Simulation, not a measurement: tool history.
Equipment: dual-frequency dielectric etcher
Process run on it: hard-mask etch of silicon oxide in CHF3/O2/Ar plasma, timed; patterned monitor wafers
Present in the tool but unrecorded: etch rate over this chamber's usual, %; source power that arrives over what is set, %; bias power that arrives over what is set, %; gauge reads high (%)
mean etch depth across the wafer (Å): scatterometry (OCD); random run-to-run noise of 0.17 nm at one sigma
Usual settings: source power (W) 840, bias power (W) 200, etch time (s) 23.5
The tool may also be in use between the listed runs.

run,hour,source power (W),bias power (W),etch time (s),wafers since the last listed run,hours since the last wet clean,hours since the last source power generator calibration,hours since the last bias power generator calibration,hours since the last upper electrode change,hours since the gauge calibration,"read-back reference wafer on the same gauge, depth_nm",mean etch depth across the wafer (Å)
1,0,840,200,23.5,0,607.4,3154.8,2105.1,3979.2,1884.4,45.4,519
2,77.4,770,237,23.5,1396,684.8,3232.2,2182.5,4056.6,1961.8,45.5,539
# hour 132.2: wet clean of the chamber
3,135.9,770,237,23.5,622,3.7,3290.7,2241,4115.1,2020.3,45.5,517
4,192.8,840,200,23.5,1026,60.6,3347.6,2297.9,4172,2077.2,45.4,502
5,253.3,840,200,23.5,1091,121.1,3408.1,2358.4,4232.5,2137.7,45.5,506
6,342.2,840,200,23.5,1603,210,3497,2447.3,4321.4,2226.6,45.5,508
7,417.5,840,200,23.5,1358,285.3,3572.3,2522.6,4396.7,2301.9,45.5,510
8,485.8,840,200,23.5,1232,353.6,3640.6,2590.9,4465,2370.2,45.5,512
# hour 522.5: gauge calibrated
# hour 694.9: wet clean of the chamber
9,795.3,840,200,23.5,5150,100.4,3950.1,2900.4,4774.5,272.8,45.5,503
10,836.3,840,200,23.5,739,141.4,3991.1,2941.4,4815.5,313.8,45.5,504
11,925.4,970,200,23.5,1607,230.5,4080.2,3030.5,4904.6,402.9,45.6,535
12,1018.8,840,200,23.5,1684,323.9,4173.6,3123.9,4998,496.3,45.5,509
# hour 1077.4: source power generator calibrated
13,1087.5,840,200,23.5,1167,392.6,10.1,3192.6,5066.7,565,45.4,525
14,1136,950,167,29,874,441.1,58.6,3241.1,5115.2,613.5,45.5,630
15,1212,840,200,30.5,1371,517.1,134.6,3317.1,5191.2,689.5,45.5,684
16,1290.3,840,159,29,1412,595.4,212.9,3395.4,5269.5,767.8,45.5,596
17,1367.8,900,159,28.5,1398,672.9,290.4,3472.9,5347,845.3,45.6,608
# hour 1443.2: wet clean of the chamber
18,1458.4,700,245,19,1201,15.2,381,3563.5,5437.6,935.9,45.5,414
19,1495.8,840,200,27,674,52.6,418.4,3600.9,5475,973.3,45.5,582
20,1584.5,720,200,19.5,1600,141.3,507.1,3689.6,5563.7,1062,45.5,401
# hour 1781: upper electrode replaced
21,1781.5,970,200,18.5,3120,338.3,704.1,3886.6,0.5,1259,45.5,432
22,1867.5,980,161,19.5,1551,424.3,790.1,3972.6,86.5,1345,45.5,422
# hour 1931.1: bias power generator calibrated
# hour 2041.5: wet clean of the chamber
23,2059.9,700,245,19,2965,18.4,982.5,128.8,278.9,1537.4,45.5,412
24,2132.1,980,161,19.5,1302,90.6,1054.7,201,351.1,1609.6,45.4,413
25,2244.3,840,200,17.5,2024,202.8,1166.9,313.2,463.3,1721.8,45.6,382
26,2311.5,840,200,23.5,1212,270,1234.1,380.4,530.5,1789,45.5,513
27,2399.6,930,234,26.5,1589,358.1,1322.2,468.5,618.6,1877.1,45.5,644
28,2454.4,990,200,23.5,988,412.9,1377,523.3,673.4,1931.9,45.5,552

Run 29 is up next; what results do you expect?
29,2530.7,840,200,23.5,1376,489.2,1453.3,599.6,749.7,2008.2,?,?

read-back reference wafer on the same gauge, depth_nm: 45.5
mean etch depth across the wafer (Å): 523
Had the tool carried no hidden state, the very same run would have given mean etch depth across the wafer (Å) 510.
